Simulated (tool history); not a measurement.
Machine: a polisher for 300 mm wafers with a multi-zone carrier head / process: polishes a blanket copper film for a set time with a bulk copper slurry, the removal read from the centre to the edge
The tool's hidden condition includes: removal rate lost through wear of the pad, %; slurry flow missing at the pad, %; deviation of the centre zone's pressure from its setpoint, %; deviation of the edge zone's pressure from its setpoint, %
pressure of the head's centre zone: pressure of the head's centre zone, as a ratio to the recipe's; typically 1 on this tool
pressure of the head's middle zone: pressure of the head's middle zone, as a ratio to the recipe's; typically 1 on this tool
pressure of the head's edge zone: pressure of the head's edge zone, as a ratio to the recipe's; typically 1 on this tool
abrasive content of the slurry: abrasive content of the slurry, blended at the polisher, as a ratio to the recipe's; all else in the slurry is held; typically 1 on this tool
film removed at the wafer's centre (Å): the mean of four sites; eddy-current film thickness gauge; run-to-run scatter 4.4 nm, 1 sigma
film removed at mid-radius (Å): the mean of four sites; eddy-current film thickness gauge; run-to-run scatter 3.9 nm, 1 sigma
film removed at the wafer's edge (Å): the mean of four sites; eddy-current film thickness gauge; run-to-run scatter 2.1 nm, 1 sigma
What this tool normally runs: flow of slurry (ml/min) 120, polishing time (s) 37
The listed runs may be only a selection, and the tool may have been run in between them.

run	hour	flow of slurry (ml/min)	pressure of the head's centre zone	pressure of the head's middle zone	pressure of the head's edge zone	abrasive content of the slurry	polishing time (s)	wafers since the last listed run	wafers polished on this pad	hours since the slurry nozzle was cleaned	hours since the centre zone pressure was calibrated	hours since the edge zone pressure was calibrated	hours since the carrier head's membrane was replaced	incoming thickness of the incoming film, nm	film removed at the wafer's centre (Å)	film removed at mid-radius (Å)	film removed at the wafer's edge (Å)
1	0	120	1	1	1	1	37	0	2038	455.5	164.9	20.2	301.5	3557.7	3095	2998	2975
2	37.6	120	1	0.91	0.96	1	32	537	2576	493.1	202.5	57.8	339.1	3552.7	2716	2365	2520
3	137	120	0.91	1.11	1	1.15	31	1420	3996	592.5	301.9	157.2	438.5	3566.4	2560	2764	2550
4	199	120	1	1	1	1	37	886	4883	654.5	363.9	219.2	500.5	3553.7	3195	2840	2918
5	261.5	120	1	1.11	1.07	0.85	46	893	5776	717	426.4	281.7	563	3587.3	3919	3644	3564
# hour 330.9: slurry nozzle cleaned
6	345	120	1	1	0.93	1	26	1179	6955	14.1	509.9	365.2	646.5	3571.1	2243	2007	1984
7	437	120	1	1	1	0.9	37	1315	8270	106.1	601.9	457.2	738.5	3584.7	2987	2752	2739
# hour 468.1: carrier head's membrane replaced by a new one
# hour 515.7: worn pad replaced by a new one
8	540.1	120	0.95	1	1.03	1	37	1345	349	209.2	705	560.3	72	3596.2	3347	2927	3050
# hour 592: centre zone pressure recalibrated
9	611.5	120	0.96	0.9	1	1.15	37	991	1340	280.6	19.5	631.7	143.4	3585.8	2994	2847	3074
10	667.7	120	1	1	1	1.2	37	803	2144	336.8	75.7	687.9	199.6	3588.9	3274	3072	3144
# hour 759.8: edge zone pressure recalibrated
11	760.3	120	1.1	0.97	1	1	37	1295	3439	429.4	168.3	0.5	292.2	3513	3308	2906	2975
12	821.1	120	1	1	1	1	37	869	4308	490.2	229.1	61.3	353	3580.4	3010	2931	2980
13	871.7	150	1	1	1	1.2	37	723	5031	540.8	279.7	111.9	403.6	3505.4	3397	3150	3163
14	958.1	120	1	1	1	1	37	1234	6266	627.2	366.1	198.3	490	3487.1	3075	2821	2899
# hour 983.1: slurry nozzle cleaned
15	1014.7	120	1	1	1	1	37	794	7061	31.6	422.7	254.9	546.6	3591.9	3092	2831	2874
16	1080.9	120	1.05	1	1.1	1	37	946	8007	97.8	488.9	321.1	612.8	3574.8	3256	2806	2932
# hour 1156.2: carrier head's membrane replaced by a new one
17	1163.5	120	1	1.11	1	1	24	1109	9116	180.4	571.5	403.7	7.3	3541.8	2005	1937	1794
# hour 1188.9: worn pad replaced by a new one
18	1220.6	120	1.06	0.96	1	1	48	758	452	237.5	628.6	460.8	64.4	3616.6	4553	3751	3910
# hour 1263.5: centre zone pressure recalibrated
19	1287.6	120	1	1	1	1	37	929	1382	304.5	24.1	527.8	131.4	3569.1	3007	2978	2994
20	1344.3	80	1	1.12	1	1.1	29	810	2192	361.2	80.8	584.5	188.1	3604.9	2165	2381	2270
21	1399.1	120	0.92	1	1	1	37	783	2975	416	135.6	639.3	242.9	3584.6	2848	2914	2973

Consider 4 possible next runs. They are alternatives, not a sequence: every one starts from the tool as it was left by run 21. What does each give?
A	1399.5	120	1	1	1	1	37	5	2981	416.4	136	639.7	243.3	3543.1	?	?	?
B	1399.5	120	1.12	0.89	1	1	25	5	2981	416.4	136	639.7	243.3	3543.1	?	?	?
C	1399.5	120	1	1	1.06	1	29	5	2981	416.4	136	639.7	243.3	3543.1	?	?	?
D	1399.5	120	1	1.07	1	1	47	5	2981	416.4	136	639.7	243.3	3543.1	?	?	?

run	film removed at the wafer's centre (Å)	film removed at mid-radius (Å)	film removed at the wafer's edge (Å)
A	3069	2928	2987
B	2322	1793	2021
C	2406	2295	2384
D	3901	3939	3791
The same runs, with their run-to-run variation unchanged, on a tool lacking any hidden condition would have given:
run	film removed at the wafer's centre (Å)	film removed at mid-radius (Å)	film removed at the wafer's edge (Å)
A	3029	2961	3021
B	2292	1814	2044
C	2374	2321	2411
D	3849	3984	3834
